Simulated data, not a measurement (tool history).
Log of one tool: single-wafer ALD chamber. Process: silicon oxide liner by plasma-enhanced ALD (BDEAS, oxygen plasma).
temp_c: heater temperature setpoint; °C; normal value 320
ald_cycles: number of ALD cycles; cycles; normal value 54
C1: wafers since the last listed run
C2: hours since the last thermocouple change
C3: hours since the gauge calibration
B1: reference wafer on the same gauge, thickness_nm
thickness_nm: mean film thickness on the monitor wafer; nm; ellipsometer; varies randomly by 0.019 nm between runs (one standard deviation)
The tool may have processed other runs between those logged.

run 1 hour=0.0 | temp_c=320 ald_cycles=54 | C1=0 C2=818.1 C3=1285.2 | B1=5.559 | thickness_nm=4.772
run 2 hour=69.1 | temp_c=320 ald_cycles=54 | C1=584 C2=887.2 C3=1354.3 | B1=5.573 | thickness_nm=4.806
run 3 hour=122.9 | temp_c=320 ald_cycles=54 | C1=455 C2=941.0 C3=1408.1 | B1=5.580 | thickness_nm=4.802
run 4 hour=206.9 | temp_c=320 ald_cycles=54 | C1=711 C2=1025.0 C3=1492.1 | B1=5.599 | thickness_nm=4.822
run 5 hour=283.6 | temp_c=320 ald_cycles=54 | C1=649 C2=1101.7 C3=1568.8 | B1=5.613 | thickness_nm=4.818
run 6 hour=371.7 | temp_c=324 ald_cycles=54 | C1=745 C2=1189.8 C3=1656.9 | B1=5.633 | thickness_nm=4.804
run 7 hour=440.5 | temp_c=320 ald_cycles=54 | C1=582 C2=1258.6 C3=1725.7 | B1=5.654 | thickness_nm=4.861
-- hour=638.6 thermocouple changed; heater temperature recalibrated
run 8 hour=639.1 | temp_c=320 ald_cycles=54 | C1=1613 C2=0.5 C3=1924.3 | B1=5.705 | thickness_nm=4.884
-- hour=661.1 gauge calibrated
run 9 hour=726.5 | temp_c=320 ald_cycles=54 | C1=739 C2=87.9 C3=65.4 | B1=5.450 | thickness_nm=4.683
run 10 hour=798.4 | temp_c=320 ald_cycles=49 | C1=608 C2=159.8 C3=137.3 | B1=5.450 | thickness_nm=4.254
run 11 hour=866.3 | temp_c=333 ald_cycles=50 | C1=574 C2=227.7 C3=205.2 | B1=5.449 | thickness_nm=4.269
run 12 hour=967.4 | temp_c=314 ald_cycles=61 | C1=855 C2=328.8 C3=306.3 | B1=5.460 | thickness_nm=5.376
run 13 hour=1023.4 | temp_c=315 ald_cycles=54 | C1=474 C2=384.8 C3=362.3 | B1=5.455 | thickness_nm=4.727
run 14 hour=1119.2 | temp_c=309 ald_cycles=51 | C1=810 C2=480.6 C3=458.1 | B1=5.464 | thickness_nm=4.540
run 15 hour=1216.2 | temp_c=308 ald_cycles=44 | C1=821 C2=577.6 C3=555.1 | B1=5.468 | thickness_nm=3.909
run 16 hour=1304.1 | temp_c=320 ald_cycles=54 | C1=744 C2=665.5 C3=643.0 | B1=5.483 | thickness_nm=4.718
run 17 hour=1345.2 | temp_c=320 ald_cycles=54 | C1=347 C2=706.6 C3=684.1 | B1=5.481 | thickness_nm=4.705
run 18 hour=1446.3 | temp_c=325 ald_cycles=54 | C1=855 C2=807.7 C3=785.2 | B1=5.494 | thickness_nm=4.682
run 19 hour=1486.8 | temp_c=320 ald_cycles=54 | C1=342 C2=848.2 C3=825.7 | B1=5.490 | thickness_nm=4.720

Alternative continuations, all from the tool just after run 19; predict every row:
run A hour=1487.3 | temp_c=320 ald_cycles=54 | C1=4 C2=848.7 C3=826.2 | B1=? | thickness_nm=?
run B hour=1487.3 | temp_c=309 ald_cycles=44 | C1=4 C2=848.7 C3=826.2 | B1=? | thickness_nm=?
run C hour=1487.3 | temp_c=306 ald_cycles=54 | C1=4 C2=848.7 C3=826.2 | B1=? | thickness_nm=?

run=A B1=5.490 thickness_nm=4.738
run=B B1=5.490 thickness_nm=3.930
run=C B1=5.490 thickness_nm=4.847
What these runs would have given with no unlogged condition in the tool:
run=A thickness_nm=4.699
run=B thickness_nm=3.898
run=C thickness_nm=4.807
